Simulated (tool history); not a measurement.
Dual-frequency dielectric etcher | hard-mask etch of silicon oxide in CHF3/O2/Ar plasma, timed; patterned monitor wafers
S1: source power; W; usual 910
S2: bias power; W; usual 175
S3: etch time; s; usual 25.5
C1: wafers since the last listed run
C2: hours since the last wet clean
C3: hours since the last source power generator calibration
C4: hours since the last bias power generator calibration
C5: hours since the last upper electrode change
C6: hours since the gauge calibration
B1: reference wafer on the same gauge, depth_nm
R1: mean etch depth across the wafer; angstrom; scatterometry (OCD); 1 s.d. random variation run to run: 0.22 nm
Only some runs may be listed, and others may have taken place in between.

run	hour	S1	S2	S3	C1	C2	C3	C4	C5	C6	B1	R1
1	0.0	910	175	25.5	0	106.3	2056.3	1783.0	2069.3	1575.2	53.7	588
2	38.6	810	140	25.5	377	144.9	2094.9	1821.6	2107.9	1613.8	53.7	508
3	87.4	810	140	25.5	477	193.7	2143.7	1870.4	2156.7	1662.6	53.7	505
4	186.2	910	154	25.5	966	292.5	2242.5	1969.2	2255.5	1761.4	53.7	556
5	285.5	910	175	25.5	971	391.8	2341.8	2068.5	2354.8	1860.7	53.7	583
6	362.5	910	175	25.5	753	468.8	2418.8	2145.5	2431.8	1937.7	53.7	580
# hour 421.5: wet clean of the chamber
7	422.0	910	175	25.5	347	0.5	2478.3	2205.0	2491.3	1997.2	53.7	592
8	475.6	910	175	23.5	524	54.1	2531.9	2258.6	2544.9	2050.8	53.7	542
# hour 507.9: gauge calibrated
9	515.3	910	175	23.5	388	93.8	2571.6	2298.3	2584.6	7.4	53.7	544
# hour 548.5: upper electrode replaced
10	590.9	1090	199	25.5	505	169.4	2647.2	2373.9	42.4	83.0	53.7	675
11	627.4	1090	199	25.5	357	205.9	2683.7	2410.4	78.9	119.5	53.7	677
12	732.3	910	162	20.0	1026	310.8	2788.6	2515.3	183.8	224.4	53.7	442
13	932.6	990	214	25.5	1960	511.1	2988.9	2715.6	384.1	424.7	53.7	652
# hour 1034.0: wet clean of the chamber
# hour 1236.6: source power generator calibrated
14	1237.1	820	218	27.5	2706	203.1	0.5	3020.1	688.6	729.2	53.7	652
15	1283.9	910	175	25.5	458	249.9	47.3	3066.9	735.4	776.0	53.7	583
16	1368.6	910	175	18.5	828	334.6	132.0	3151.6	820.1	860.7	53.7	421
# hour 1410.2: bias power generator calibrated
17	1419.5	790	147	23.0	459	385.5	182.9	9.3	871.0	911.6	53.7	454
18	1472.0	850	141	23.5	513	438.0	235.4	61.8	923.5	964.1	53.7	469
# hour 1584.6: wet clean of the chamber
19	1585.1	910	175	25.5	872	0.5	348.5	174.9	1036.6	1077.2	53.7	595
20	1636.0	910	186	18.5	498	51.4	399.4	225.8	1087.5	1128.1	53.7	440
21	1700.8	910	175	25.5	634	116.2	464.2	290.6	1152.3	1192.9	53.7	593
22	1766.6	1070	175	30.5	643	182.0	530.0	356.4	1218.1	1258.7	53.7	765
23	1866.2	1020	207	32.5	974	281.6	629.6	456.0	1317.7	1358.3	53.7	844
24	1965.8	910	196	31.5	974	381.2	729.2	555.6	1417.3	1457.9	53.7	753
25	2059.4	910	175	20.5	916	474.8	822.8	649.2	1510.9	1551.5	53.7	463
# hour 2103.3: wet clean of the chamber
26	2125.3	910	175	25.5	410	22.0	888.7	715.1	1576.8	1617.4	53.7	594
27	2170.2	980	200	23.5	439	66.9	933.6	760.0	1621.7	1662.3	53.7	598
28	2256.3	910	175	25.5	842	153.0	1019.7	846.1	1707.8	1748.4	53.7	587
29	2330.0	1090	155	25.5	721	226.7	1093.4	919.8	1781.5	1822.1	53.7	618

What would each run have given without the hidden state, its run-to-run variation left as it was?
Unlogged tool condition in this case: etch rate over this chamber's usual, %; source power that arrives over what is set, %; bias power that arrives over what is set, %; gauge reads high (%).
run	R1
1	590
2	510
3	508
4	563
5	593
6	592
7	592
8	544
9	547
10	681
11	684
12	449
13	670
14	659
15	590
16	429
17	463
18	480
19	593
20	440
21	594
22	770
23	853
24	764
25	473
26	593
27	598
28	590
29	623
